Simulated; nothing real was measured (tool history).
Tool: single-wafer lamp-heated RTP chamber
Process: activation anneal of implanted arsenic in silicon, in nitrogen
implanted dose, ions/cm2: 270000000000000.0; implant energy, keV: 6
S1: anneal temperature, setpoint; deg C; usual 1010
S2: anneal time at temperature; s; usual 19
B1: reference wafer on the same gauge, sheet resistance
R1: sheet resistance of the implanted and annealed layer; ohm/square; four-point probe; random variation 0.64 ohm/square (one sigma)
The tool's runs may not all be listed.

run   hour    S1  S2      B1      R1
  1      0  1010  19  413.94   417.9
  2   12.3  1010  19  414.02  417.57
  3   18.9  1010  19  414.07  416.55
  4   31.7  1010  19  413.99  417.04
  5   48.1  1027  19     414  408.44
  6   60.4  1010  19  414.04  417.82
  7   72.3  1000  16  413.86  425.13
  8     81  1000  16  413.99  424.69
  9   89.3  1010  15  413.93  422.21
 10  100.3  1010  19  414.01  416.24
 11  108.8  1010  19  414.04  415.59
 12  118.2  1010  19  413.97  415.51
 13  125.3  1010  19  414.04  416.68
 14  132.6   995  19  414.01  423.12
 15  140.1  1019  23  413.99  406.25
 16  149.9  1010  19  414.06  415.78
     160.4  -- gauge calibrated
 17  166.7  1002  27   414.1  411.86
 18  182.8  1023  22  413.93  405.41
 19  193.9  1010  19  413.93  414.98
 20  200.1   992   8  413.98  438.91
 21  216.3  1037  24  414.03  394.92
 22  239.7  1019  14  413.96  417.01
     262.1  -- reflector plate cleaned
 23  262.6  1010  19  414.07  417.57
     275.4  -- pyrometer window cleaned and pyrometer calibrated
 24  275.9   994  29  414.09  421.94
 25  281.2   983  11  413.91  442.47
 26  326.7   989  19  414.12  430.74
 27  333.4  1028  19  414.03  413.09
 28  346.4  1010  19  414.02  420.26

Hidden state or all else? Some run-to-run changes of R1, split into what the settings, what came in and random variation would give without the hidden state, and what is left for the hidden state (with any gauge scatter that isn't in both results):
The hidden state here: true wafer temperature minus pyrometer reading, K; wafer temperature error from the tarnished reflector plate, K; gauge reads high (%).
Run 19 -> 20: S1 1010 -> 992, S2 19 -> 8. R1 +23.93 ohm/square: hidden state +3.13, all else +20.8.
Run 20 -> 21: S1 992 -> 1037, S2 8 -> 24. R1 -43.99 ohm/square: hidden state -4.32, all else -39.67.
Run 23 -> 24: S1 1010 -> 994, S2 19 -> 29, pyrometer window cleaned and pyrometer calibrated. R1 +4.37 ohm/square: hidden state +6.2, all else -1.83.
